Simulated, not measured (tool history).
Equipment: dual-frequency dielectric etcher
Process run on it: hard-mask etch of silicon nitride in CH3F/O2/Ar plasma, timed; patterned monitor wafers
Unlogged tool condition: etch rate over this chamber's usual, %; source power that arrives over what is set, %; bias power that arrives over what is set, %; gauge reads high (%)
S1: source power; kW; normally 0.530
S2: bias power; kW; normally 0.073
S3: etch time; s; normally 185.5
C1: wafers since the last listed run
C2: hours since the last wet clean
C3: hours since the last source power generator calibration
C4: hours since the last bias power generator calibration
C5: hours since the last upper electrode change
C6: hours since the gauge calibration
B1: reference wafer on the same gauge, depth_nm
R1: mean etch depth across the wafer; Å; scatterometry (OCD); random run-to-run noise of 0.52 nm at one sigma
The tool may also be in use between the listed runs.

{"run": 1, "day": 0.0, "S1": 0.53, "S2": 0.073, "S3": 185.5, "C1": 0, "C2": 285.6, "C3": 2316.1, "C4": 1449.4, "C5": 2830.1, "C6": 2329.3, "B1": 132.1, "R1": 1336}
{"run": 2, "day": 1.862, "S1": 0.53, "S2": 0.073, "S3": 226.0, "C1": 274, "C2": 330.3, "C3": 2360.8, "C4": 1494.1, "C5": 2874.8, "C6": 2374.0, "B1": 131.9, "R1": 1627}
{"run": 3, "day": 3.583, "S1": 0.53, "S2": 0.073, "S3": 226.0, "C1": 253, "C2": 371.6, "C3": 2402.1, "C4": 1535.4, "C5": 2916.1, "C6": 2415.3, "B1": 132.0, "R1": 1633}
{"run": 4, "day": 5.15, "S1": 0.46, "S2": 0.073, "S3": 185.5, "C1": 230, "C2": 409.2, "C3": 2439.7, "C4": 1573.0, "C5": 2953.7, "C6": 2452.9, "B1": 131.9, "R1": 1282}
{"run": 5, "day": 8.333, "S1": 0.53, "S2": 0.073, "S3": 185.5, "C1": 469, "C2": 485.6, "C3": 2516.1, "C4": 1649.4, "C5": 3030.1, "C6": 2529.3, "B1": 131.8, "R1": 1326}
{"run": 6, "day": 10.846, "S1": 0.53, "S2": 0.073, "S3": 185.5, "C1": 370, "C2": 545.9, "C3": 2576.4, "C4": 1709.7, "C5": 3090.4, "C6": 2589.6, "B1": 132.0, "R1": 1323}
{"day": 13.533, "done": "wet clean of the chamber"}
{"day": 14.271, "done": "upper electrode replaced, of another model than before"}
{"run": 7, "day": 14.292, "S1": 0.53, "S2": 0.073, "S3": 199.0, "C1": 251, "C2": 18.2, "C3": 2659.1, "C4": 1792.4, "C5": 0.5, "C6": 2672.3, "B1": 132.0, "R1": 1452}
{"run": 8, "day": 15.971, "S1": 0.5, "S2": 0.073, "S3": 166.5, "C1": 247, "C2": 58.5, "C3": 2699.4, "C4": 1832.7, "C5": 40.8, "C6": 2712.6, "B1": 132.1, "R1": 1198}
{"run": 9, "day": 18.504, "S1": 0.53, "S2": 0.084, "S3": 185.5, "C1": 373, "C2": 119.3, "C3": 2760.2, "C4": 1893.5, "C5": 101.6, "C6": 2773.4, "B1": 132.0, "R1": 1387}
{"run": 10, "day": 20.85, "S1": 0.53, "S2": 0.055, "S3": 185.5, "C1": 345, "C2": 175.6, "C3": 2816.5, "C4": 1949.8, "C5": 157.9, "C6": 2829.7, "B1": 131.8, "R1": 1286}
{"day": 23.408, "done": "bias power generator calibrated"}
{"run": 11, "day": 24.2, "S1": 0.53, "S2": 0.073, "S3": 216.0, "C1": 469, "C2": 256.0, "C3": 2896.9, "C4": 19.0, "C5": 238.3, "C6": 2910.1, "B1": 131.9, "R1": 1561}
{"run": 12, "day": 25.971, "S1": 0.53, "S2": 0.08, "S3": 221.5, "C1": 260, "C2": 298.5, "C3": 2939.4, "C4": 61.5, "C5": 280.8, "C6": 2952.6, "B1": 131.7, "R1": 1614}
{"run": 13, "day": 28.154, "S1": 0.53, "S2": 0.073, "S3": 167.5, "C1": 321, "C2": 350.9, "C3": 2991.8, "C4": 113.9, "C5": 333.2, "C6": 3005.0, "B1": 132.1, "R1": 1206}
{"day": 31.333, "done": "source power generator calibrated"}
{"run": 14, "day": 32.525, "S1": 0.4, "S2": 0.064, "S3": 185.5, "C1": 619, "C2": 455.8, "C3": 28.6, "C4": 218.8, "C5": 438.1, "C6": 3109.9, "B1": 131.8, "R1": 1235}
{"run": 15, "day": 34.512, "S1": 0.53, "S2": 0.061, "S3": 185.5, "C1": 292, "C2": 503.5, "C3": 76.3, "C4": 266.5, "C5": 485.8, "C6": 3157.6, "B1": 131.9, "R1": 1296}
{"day": 38.825, "done": "wet clean of the chamber"}
{"run": 16, "day": 38.846, "S1": 0.41, "S2": 0.073, "S3": 209.5, "C1": 491, "C2": 0.5, "C3": 180.3, "C4": 370.5, "C5": 589.8, "C6": 3261.6, "B1": 131.7, "R1": 1463}
{"run": 17, "day": 40.475, "S1": 0.58, "S2": 0.073, "S3": 163.5, "C1": 240, "C2": 39.6, "C3": 219.4, "C4": 409.6, "C5": 628.9, "C6": 3300.7, "B1": 131.9, "R1": 1226}
{"run": 18, "day": 43.958, "S1": 0.58, "S2": 0.083, "S3": 185.5, "C1": 513, "C2": 123.2, "C3": 303.0, "C4": 493.2, "C5": 712.5, "C6": 3384.3, "B1": 132.0, "R1": 1390}
{"run": 19, "day": 46.625, "S1": 0.53, "S2": 0.073, "S3": 185.5, "C1": 392, "C2": 187.2, "C3": 367.0, "C4": 557.2, "C5": 776.5, "C6": 3448.3, "B1": 131.8, "R1": 1345}
{"day": 46.646, "done": "gauge calibrated"}
{"run": 20, "day": 49.038, "S1": 0.63, "S2": 0.059, "S3": 185.5, "C1": 355, "C2": 245.1, "C3": 424.9, "C4": 615.1, "C5": 834.4, "C6": 57.4, "B1": 131.8, "R1": 1336}
{"run": 21, "day": 52.392, "S1": 0.59, "S2": 0.055, "S3": 142.5, "C1": 494, "C2": 325.6, "C3": 505.4, "C4": 695.6, "C5": 914.9, "C6": 137.9, "B1": 132.1, "R1": 1004}
{"run": 22, "day": 56.221, "S1": 0.53, "S2": 0.061, "S3": 210.5, "C1": 564, "C2": 417.5, "C3": 597.3, "C4": 787.5, "C5": 1006.8, "C6": 229.8, "B1": 132.1, "R1": 1465}
{"run": 23, "day": 58.754, "S1": 0.44, "S2": 0.091, "S3": 240.5, "C1": 373, "C2": 478.3, "C3": 658.1, "C4": 848.3, "C5": 1067.6, "C6": 290.6, "B1": 132.0, "R1": 1712}
{"day": 62.483, "done": "wet clean of the chamber"}
{"run": 24, "day": 63.204, "S1": 0.53, "S2": 0.073, "S3": 185.5, "C1": 508, "C2": 17.3, "C3": 764.9, "C4": 955.1, "C5": 1174.4, "C6": 397.4, "B1": 132.1, "R1": 1342}
{"run": 25, "day": 65.529, "S1": 0.57, "S2": 0.088, "S3": 185.5, "C1": 342, "C2": 73.1, "C3": 820.7, "C4": 1010.9, "C5": 1230.2, "C6": 453.2, "B1": 131.9, "R1": 1405}
{"run": 26, "day": 69.967, "S1": 0.53, "S2": 0.073, "S3": 185.5, "C1": 653, "C2": 179.6, "C3": 927.2, "C4": 1117.4, "C5": 1336.7, "C6": 559.7, "B1": 132.0, "R1": 1343}
{"run": 27, "day": 73.967, "S1": 0.53, "S2": 0.073, "S3": 185.5, "C1": 589, "C2": 275.6, "C3": 1023.2, "C4": 1213.4, "C5": 1432.7, "C6": 655.7, "B1": 132.0, "R1": 1334}
{"run": 28, "day": 76.0, "S1": 0.63, "S2": 0.073, "S3": 185.5, "C1": 299, "C2": 324.4, "C3": 1072.0, "C4": 1262.2, "C5": 1481.5, "C6": 704.5, "B1": 132.1, "R1": 1378}

Across each entry between runs, compare the hidden state at the last listed run before it with the hidden state at the first listed run after it:
Runs 6 to 7: wet clean of the chamber (day 13.533); upper electrode replaced, of another model than before (day 14.271)
  etch rate over this chamber's usual, %: -2.06 -> 0.263
  measured minus no-state result, R1: -28 -> +4 Å
Runs 10 to 11: bias power generator calibrated (day 23.408)
  etch rate over this chamber's usual, %: -0.416 -> -0.763
  measured minus no-state result, R1: -6 -> -12 Å
Runs 13 to 14: source power generator calibrated (day 31.333)
  etch rate over this chamber's usual, %: -1.17 -> -1.63
  measured minus no-state result, R1: -14 -> -21 Å
Runs 15 to 16: wet clean of the chamber (day 38.825)
  etch rate over this chamber's usual, %: -1.83 -> 0.299
  measured minus no-state result, R1: -24 -> +4 Å
Runs 19 to 20: gauge calibrated (day 46.646)
  etch rate over this chamber's usual, %: -0.507 -> -0.757
  measured minus no-state result, R1: -7 -> -10 Å
Runs 23 to 24: wet clean of the chamber (day 62.483)
  etch rate over this chamber's usual, %: -1.76 -> -0.367
  measured minus no-state result, R1: -31 -> -5 Å
